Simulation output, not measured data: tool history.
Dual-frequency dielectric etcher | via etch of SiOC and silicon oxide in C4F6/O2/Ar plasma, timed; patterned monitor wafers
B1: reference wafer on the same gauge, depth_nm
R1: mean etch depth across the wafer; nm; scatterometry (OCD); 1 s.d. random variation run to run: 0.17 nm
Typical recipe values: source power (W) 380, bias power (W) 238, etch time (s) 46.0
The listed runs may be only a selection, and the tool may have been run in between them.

Run 1, hour 0.0: usual settings; B1 53.1. Result: R1 54.6 nm.
Run 2, hour 13.5: usual settings; B1 53.0. Result: R1 55.0 nm.
Run 3, hour 32.9: usual settings but source power (W) 330; B1 53.1. Result: R1 52.5 nm.
Run 4, hour 55.6: usual settings but source power (W) 330; B1 53.1. Result: R1 53.0 nm.
Run 5, hour 90.3: usual settings but source power (W) 330; B1 53.1. Result: R1 52.9 nm.
Run 6, hour 122.2: usual settings; B1 53.1. Result: R1 54.6 nm.
Run 7, hour 144.8: usual settings; B1 53.1. Result: R1 55.2 nm.
Run 8, hour 175.2: usual settings but etch time (s) 49.0; B1 53.2. Result: R1 58.8 nm.
Run 9, hour 195.0: usual settings but etch time (s) 39.5; B1 53.1. Result: R1 47.2 nm.
Run 10, hour 222.8: usual settings but source power (W) 430, bias power (W) 277, etch time (s) 54.5; B1 53.1. Result: R1 72.9 nm.
Run 11, hour 238.7: usual settings but source power (W) 470, bias power (W) 270, etch time (s) 55.5; B1 53.2. Result: R1 75.6 nm.
Run 12, hour 259.7: usual settings but etch time (s) 37.0; B1 53.1. Result: R1 44.6 nm.
Run 13, hour 286.0: usual settings but source power (W) 290, bias power (W) 272, etch time (s) 38.0; B1 53.0. Result: R1 45.4 nm.
Run 14, hour 304.1: usual settings; B1 53.1. Result: R1 55.4 nm.
Run 15, hour 331.8: usual settings but source power (W) 410, bias power (W) 277, etch time (s) 33.0; B1 53.1. Result: R1 43.2 nm.
Run 16, hour 352.4: usual settings; B1 53.2. Result: R1 54.6 nm.
Run 17, hour 430.7: usual settings but source power (W) 350, bias power (W) 194, etch time (s) 36.5; B1 53.1. Result: R1 37.8 nm.
Run 18, hour 454.8: usual settings but source power (W) 330, bias power (W) 297, etch time (s) 36.5; B1 53.1. Result: R1 47.1 nm.
Run 19, hour 487.2: usual settings but source power (W) 420, etch time (s) 56.0; B1 53.1. Result: R1 68.6 nm.
Run 20, hour 522.7: usual settings but source power (W) 310, etch time (s) 51.0; B1 53.1. Result: R1 57.7 nm.
Run 21, hour 546.0: usual settings but source power (W) 280, bias power (W) 254, etch time (s) 33.0; B1 53.2. Result: R1 37.8 nm.
Run 22, hour 569.4: usual settings; B1 53.0. Result: R1 55.1 nm.
Run 23, hour 585.8: usual settings but etch time (s) 34.5; B1 53.1. Result: R1 41.3 nm.
Run 24, hour 603.8: usual settings; B1 53.1. Result: R1 55.1 nm.
Run 25, hour 619.8: usual settings but etch time (s) 34.0; B1 53.1. Result: R1 40.7 nm.
Run 26, hour 636.6: usual settings but source power (W) 410, bias power (W) 279, etch time (s) 59.5; B1 53.1. Result: R1 79.3 nm.
Run 27, hour 664.1: usual settings; B1 53.1. Result: R1 55.0 nm.
Run 28, hour 683.9: usual settings but bias power (W) 282, etch time (s) 51.0; B1 53.1. Result: R1 66.9 nm.
Run 29, hour 702.5: usual settings but source power (W) 460, bias power (W) 217, etch time (s) 32.0; B1 53.1. Result: R1 38.5 nm.

Missing from the log above: 5 entries noted between runs. For each, name the pair of listed runs it sits between and say how the tool's hidden condition differs from the listed run just before to the listed run just after:
From run 4 to run 5: bias power generator calibrated (hour 74.0); source power generator calibrated (hour 81.9)
  etch rate over this chamber's usual, %: 0.495 -> 0.629
  the result without the hidden state subtracted from the measured one, R1: +0.2 -> +0.4 nm
From run 14 to run 15: wet clean of the chamber (hour 331.3)
  etch rate over this chamber's usual, %: 1.45 -> -0.132
  the result without the hidden state subtracted from the measured one, R1: +0.8 -> +0.0 nm
From run 16 to run 17: gauge calibrated (hour 353.3); upper electrode replaced (hour 387.7)
  etch rate over this chamber's usual, %: -0.0522 -> 0.25
  the result without the hidden state subtracted from the measured one, R1: +0.0 -> +0.1 nm

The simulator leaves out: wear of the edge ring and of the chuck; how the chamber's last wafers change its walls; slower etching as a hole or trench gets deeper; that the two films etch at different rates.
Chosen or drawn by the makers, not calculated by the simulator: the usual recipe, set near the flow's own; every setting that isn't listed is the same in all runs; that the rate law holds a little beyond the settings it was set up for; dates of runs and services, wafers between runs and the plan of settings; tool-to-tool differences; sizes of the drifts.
